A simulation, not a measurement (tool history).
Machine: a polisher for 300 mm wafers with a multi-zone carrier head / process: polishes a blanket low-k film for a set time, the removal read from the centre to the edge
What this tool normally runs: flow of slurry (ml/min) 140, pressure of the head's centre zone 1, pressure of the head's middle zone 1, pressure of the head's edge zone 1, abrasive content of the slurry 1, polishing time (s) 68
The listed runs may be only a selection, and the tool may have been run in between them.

run   hour  flow of slurry (ml/min)  pressure of the head's centre zone  pressure of the head's middle zone  pressure of the head's edge zone  abrasive content of the slurry  polishing time (s)  incoming thickness of the incoming film, nm  film removed at the wafer's centre (Å)  film removed at mid-radius (Å)  film removed at the wafer's edge (Å)
  1      0                      140                                   1                                   1                                 1                               1                  54                                        578.6                                     236                             237                                   240
       1.2  -- worn pad replaced by a new one
  2   18.3                      140                                   1                                   1                                 1                               1                  54                                        581.5                                     244                             248                                   250
  3   41.9                      140                                   1                                   1                                 1                               1                  68                                        586.5                                     303                             306                                   308
  4   69.7                      140                                   1                                   1                                 1                               1                  68                                        595.9                                     297                             303                                   308
  5  153.3                      140                                   1                                   1                                 1                               1                  68                                        595.1                                     287                             294                                   296
     159.7  -- worn pad replaced by a new one
  6  184.9                      140                                   1                                   1                                 1                               1                  68                                          589                                     296                             305                                   307
  7    198                      140                                   1                                   1                                 1                             1.1                  68                                        601.3                                     303                             308                                   314
     224.6  -- edge zone pressure recalibrated
  8  225.1                      140                                   1                                   1                              0.97                               1                  68                                        581.8                                     288                             298                                   298
  9  239.6                      140                                   1                                   1                              0.97                               1                  68                                        583.7                                     284                             294                                   294
 10  262.9                      140                                   1                                   1                              0.95                               1                  68                                        588.2                                     282                             290                                   288
     287.4  -- worn pad replaced by a new one
     303.7  -- centre zone pressure recalibrated
 11    335                      140                                   1                                   1                              0.95                               1                  68                                        583.9                                     282                             292                                   294
 12  368.2                      140                                1.12                                0.97                              0.95                               1                  68                                        588.9                                     306                             277                                   283
 13  401.7                      140                                   1                                   1                                 1                               1                  68                                        591.8                                     270                             277                                   289
     406.8  -- carrier head's membrane replaced by a new one
 14  427.4                      140                                 0.9                                0.89                                 1                               1                  68                                        585.7                                     238                             249                                   286
     433.6  -- slurry nozzle cleaned
     446.2  -- worn pad replaced by a new one
 15  446.7                      140                                   1                                0.94                              1.08                               1                  68                                        586.1                                     314                             307                                   333
 16  473.7                      140                                   1                                   1                                 1                            0.85                  68                                        590.4                                     289                             295                                   300
 17  498.6                      140                                1.06                                   1                                 1                            0.85                  77                                        585.1                                     346                             334                                   331
 18  523.8                      140                                   1                                0.95                                 1                               1                  68                                          585                                     311                             302                                   313
 19  535.9                      140                                   1                                   1                                 1                             0.8                  58                                        590.5                                     240                             246                                   241
 20  551.6                      140                                0.89                                   1                               1.1                            0.85                  87                                        589.1                                     328                             374                                   391
 21  581.3                      100                                1.09                                1.03                                 1                               1                  53                                        589.6                                     232                             222                                   221
     608.8  -- worn pad replaced by a new one
 22  609.3                      140                                0.89                                   1                               1.1                            0.85                  87                                        595.6                                     341                             389                                   401
 23  634.1                      140                                   1                                   1                                 1                               1                  68                                        592.4                                     312                             321                                   320

3 options for the next run, each taken on its own from the tool as it stands now. Forecast them:
  A  634.5                      125                                   1                                   1                                 1                               1                  68                                        595.8                                       ?                               ?                                     ?
  B  634.5                      140                                   1                                1.07                                 1                            1.15                  82                                        595.8                                       ?                               ?                                     ?
  C  634.5                      140                                   1                                   1                              1.05                               1                  68                                        595.8                                       ?                               ?                                     ?

run  film removed at the wafer's centre (Å)  film removed at mid-radius (Å)  film removed at the wafer's edge (Å)
  A                                     312                             311                                   316
  B                                     409                             430                                   410
  C                                     322                             319                                   330
Without the tool's hidden state the same runs would have given:
run  film removed at the wafer's centre (Å)  film removed at mid-radius (Å)  film removed at the wafer's edge (Å)
  A                                     318                             316                                   321
  B                                     417                             437                                   416
  C                                     328                             325                                   335
